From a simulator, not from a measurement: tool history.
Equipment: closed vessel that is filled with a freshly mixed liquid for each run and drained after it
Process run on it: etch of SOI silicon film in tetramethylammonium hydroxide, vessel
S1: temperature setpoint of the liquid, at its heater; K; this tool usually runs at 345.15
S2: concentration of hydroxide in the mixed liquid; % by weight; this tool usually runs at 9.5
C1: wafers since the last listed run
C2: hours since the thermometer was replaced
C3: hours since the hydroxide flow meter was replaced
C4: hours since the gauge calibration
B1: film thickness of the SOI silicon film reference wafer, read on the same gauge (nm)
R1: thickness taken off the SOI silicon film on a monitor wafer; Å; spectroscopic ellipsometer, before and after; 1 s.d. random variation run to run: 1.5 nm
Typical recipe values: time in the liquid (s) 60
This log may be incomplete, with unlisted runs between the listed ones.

Run 1, hour 0: usual settings; C1 0; C2 745.2; C3 1243.9; C4 239; B1 149.99. Result: R1 3908.8 Å.
Run 2, hour 16.2: usual settings but S2 8 % by weight; C1 1618; C2 761.4; C3 1260.1; C4 255.2; B1 150.03. Result: R1 4178.9 Å.
Run 3, hour 22.3: usual settings; C1 609; C2 767.5; C3 1266.2; C4 261.3; B1 150.03. Result: R1 3915.4 Å.
Run 4, hour 35: usual settings; C1 1269; C2 780.2; C3 1278.9; C4 274; B1 149.99. Result: R1 3906.2 Å.
Run 5, hour 48.1: usual settings but time in the liquid (s) 45; C1 1309; C2 793.3; C3 1292; C4 287.1; B1 149.98. Result: R1 2937.9 Å.
Run 6, hour 63.9: usual settings but time in the liquid (s) 45; C1 1579; C2 809.1; C3 1307.8; C4 302.9; B1 150.02. Result: R1 2921.1 Å.
Run 7, hour 77.4: usual settings but time in the liquid (s) 45; C1 1349; C2 822.6; C3 1321.3; C4 316.4; B1 149.95. Result: R1 2925.7 Å.
Run 8, hour 83.7: usual settings; C1 629; C2 828.9; C3 1327.6; C4 322.7; B1 150.01. Result: R1 3898.3 Å.
Run 9, hour 101.4: usual settings; C1 1768; C2 846.6; C3 1345.3; C4 340.4; B1 150.03. Result: R1 3899.9 Å.
Run 10, hour 108.7: usual settings but S1 349.15 K, S2 11 % by weight; C1 729; C2 853.9; C3 1352.6; C4 347.7; B1 150.05. Result: R1 4623.6 Å.
Run 11, hour 126.6: usual settings; C1 1788; C2 871.8; C3 1370.5; C4 365.6; B1 150. Result: R1 3886.8 Å.
Run 12, hour 140.3: usual settings but time in the liquid (s) 80; C1 1369; C2 885.5; C3 1384.2; C4 379.3; B1 150. Result: R1 5161.2 Å.
At hour 145.9: gauge calibrated.
Run 13, hour 151.5: usual settings but S1 343.15 K, time in the liquid (s) 90; C1 1119; C2 896.7; C3 1395.4; C4 5.6; B1 150.02. Result: R1 5188.5 Å.
Run 14, hour 182.6: usual settings; C1 3108; C2 927.8; C3 1426.5; C4 36.7; B1 149.97. Result: R1 3901.2 Å.
At hour 189.3: hydroxide flow meter replaced.
Run 15, hour 189.8: usual settings but S1 342.65 K, S2 12 % by weight, time in the liquid (s) 85; C1 619; C2 935; C3 0.5; C4 43.9; B1 149.99. Result: R1 4507.8 Å.
Run 16, hour 199.4: usual settings but S1 340.15 K, S2 11 % by weight, time in the liquid (s) 70; C1 959; C2 944.6; C3 10.1; C4 53.5; B1 149.98. Result: R1 3343.4 Å.
Run 17, hour 212.1: usual settings but S1 342.15 K, S2 10.5 % by weight, time in the liquid (s) 30; C1 1269; C2 957.3; C3 22.8; C4 66.2; B1 150. Result: R1 1631.9 Å.
Run 18, hour 222.8: usual settings; C1 1069; C2 968; C3 33.5; C4 76.9; B1 150.02. Result: R1 4017.1 Å.
Run 19, hour 231.4: usual settings but S1 340.65 K, time in the liquid (s) 90; C1 859; C2 976.6; C3 42.1; C4 85.5; B1 150.01. Result: R1 4630.1 Å.
Run 20, hour 248: usual settings but S1 352.15 K, S2 7.5 % by weight; C1 1658; C2 993.2; C3 58.7; C4 102.1; B1 150. Result: R1 6528.9 Å.
Run 21, hour 254.8: usual settings but S1 338.15 K, S2 12 % by weight; C1 679; C2 1000; C3 65.5; C4 108.9; B1 149.99. Result: R1 2432.7 Å.
Run 22, hour 261.3: usual settings; C1 649; C2 1006.5; C3 72; C4 115.4; B1 150. Result: R1 4043.6 Å.
Run 23, hour 278.8: usual settings but S2 11 % by weight; C1 1748; C2 1024; C3 89.5; C4 132.9; B1 150.03. Result: R1 3825.8 Å.
At hour 281.4: thermometer replaced.
Run 24, hour 287.1: usual settings but time in the liquid (s) 80; C1 729; C2 5.7; C3 97.8; C4 141.2; B1 149.99. Result: R1 5478.3 Å.
Run 25, hour 300: usual settings; C1 1289; C2 18.6; C3 110.7; C4 154.1; B1 150.04. Result: R1 4098.1 Å.
Run 26, hour 317.5: usual settings; C1 1748; C2 36.1; C3 128.2; C4 171.6; B1 150.04. Result: R1 4127.1 Å.
Run 27, hour 335.3: usual settings; C1 1778; C2 53.9; C3 146; C4 189.4; B1 150.01. Result: R1 4122.8 Å.
Run 28, hour 349: usual settings; C1 1369; C2 67.6; C3 159.7; C4 203.1; B1 149.95. Result: R1 4110.6 Å.
Run 29, hour 365.2: usual settings but S1 352.15 K, S2 12 % by weight; C1 1618; C2 83.8; C3 175.9; C4 219.3; B1 150.03. Result: R1 5637.6 Å.
Run 30, hour 379.1: usual settings but S1 337.65 K, S2 11 % by weight; C1 1389; C2 97.7; C3 189.8; C4 233.2; B1 149.98. Result: R1 2494.8 Å.
Run 31, hour 385.9: usual settings; C1 679; C2 104.5; C3 196.6; C4 240; B1 149.97. Result: R1 4091.2 Å.
Run 32, hour 395.4: usual settings but S2 10.5 % by weight; C1 949; C2 114; C3 206.1; C4 249.5; B1 150.03. Result: R1 3953.6 Å.
Run 33, hour 410.1: usual settings but S2 8.5 % by weight; C1 1469; C2 128.7; C3 220.8; C4 264.2; B1 150.01. Result: R1 4265.3 Å.

Alternative continuations, all from the tool just after run 33; predict every row:
Run A, hour 410.8: usual settings; C1 69; C2 129.4; C3 221.5; C4 264.9; B1 ?. Result: R1 ?.
Run B, hour 410.8: usual settings but S1 339.15 K, S2 7.5 % by weight, time in the liquid (s) 35; C1 69; C2 129.4; C3 221.5; C4 264.9; B1 ?. Result: R1 ?.
Run C, hour 410.8: usual settings but S1 349.65 K, S2 11.5 % by weight; C1 69; C2 129.4; C3 221.5; C4 264.9; B1 ?. Result: R1 ?.
Run D, hour 410.8: usual settings but S1 341.15 K, S2 10.5 % by weight, time in the liquid (s) 30; C1 69; C2 129.4; C3 221.5; C4 264.9; B1 ?. Result: R1 ?.
Run E, hour 410.8: usual settings but S1 342.15 K; C1 69; C2 129.4; C3 221.5; C4 264.9; B1 ?. Result: R1 ?.

run      B1      R1
  A  150.01  4128.9
  B  150.01  1836.4
  C  150.01  4987.7
  D  150.01  1576.3
  E  150.01    3463
With the hidden condition removed and each run's random variation left untouched, the same runs would have given:
run      R1
  A  4256.2
  B  1885.8
  C  5137.6
  D  1621.9
  E  3570.7
